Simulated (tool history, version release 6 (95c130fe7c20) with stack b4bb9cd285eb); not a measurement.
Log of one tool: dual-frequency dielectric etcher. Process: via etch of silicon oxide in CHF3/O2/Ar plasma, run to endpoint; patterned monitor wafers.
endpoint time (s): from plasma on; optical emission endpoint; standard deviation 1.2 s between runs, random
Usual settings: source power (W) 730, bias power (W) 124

run   hour  source power (W)  bias power (W)  wafers since the last listed run  hours since the last wet clean  hours since the last source power generator calibration  hours since the last bias power generator calibration  hours since the last upper electrode change  incoming incoming film thickness, nm  endpoint time (s)
  1      0               730             124                                 0                           221.8                                                   1256.8                                                 4310.3                                       2405.1                                 759.1              377.7
  2   26.2               730             124                               120                             248                                                     1283                                                 4336.5                                       2431.3                                 759.4              378.5
  3   56.5               730             124                               139                           278.3                                                   1313.3                                                 4366.8                                       2461.6                                   752              375.6
  4   74.5               730             124                                82                           296.3                                                   1331.3                                                 4384.8                                       2479.6                                 756.4              376.9
  5  108.2               730             144                               155                             330                                                     1365                                                 4418.5                                       2513.3                                 757.4              353.2
  6  120.4               730             144                                56                           342.2                                                   1377.2                                                 4430.7                                       2525.5                                   759              350.6
  7  154.3               730             124                               156                           376.1                                                   1411.1                                                 4464.6                                       2559.4                                 755.6              374.3
       196  -- upper electrode replaced
     216.8  -- wet clean of the chamber
  8  217.3               730             124                                84                             0.5                                                   1474.1                                                 4527.6                                         21.3                                 756.7              374.8
  9  217.7               600             142                                 1                             0.9                                                   1474.5                                                   4528                                         21.7                                   755              392.3
     273.6  -- bias power generator calibrated
 10  289.7               900             124                               313                            72.9                                                   1546.5                                                   16.1                                         93.7                                 760.1              339.4
     311.2  -- source power generator calibrated
 11  311.7               890             124                                82                            94.9                                                      0.5                                                   38.1                                        115.7                                 760.1              341.5
 12    320               580             124                                38                           103.2                                                      8.8                                                   46.4                                          124                                 759.9              427.8
 13  336.9               730             124                                77                           120.1                                                     25.7                                                   63.3                                        140.9                                 757.8              379.6
 14  360.8               890             110                               110                             144                                                     49.6                                                   87.2                                        164.8                                 756.4              359.4
 15  382.2               850             112                                98                           165.4                                                       71                                                  108.6                                        186.2                                 753.9              362.5

Estimate the outcome of run 16 from the log above:
 16   405               730             124                               105                           188.2                                                     93.8                                                  131.4                                          209                                 758.4                  ?

{"run 16": {"endpoint time (s)": 376.2}}
On a tool with no hidden condition, and with the same random variation, this run would have come out at endpoint time (s) 376.2.
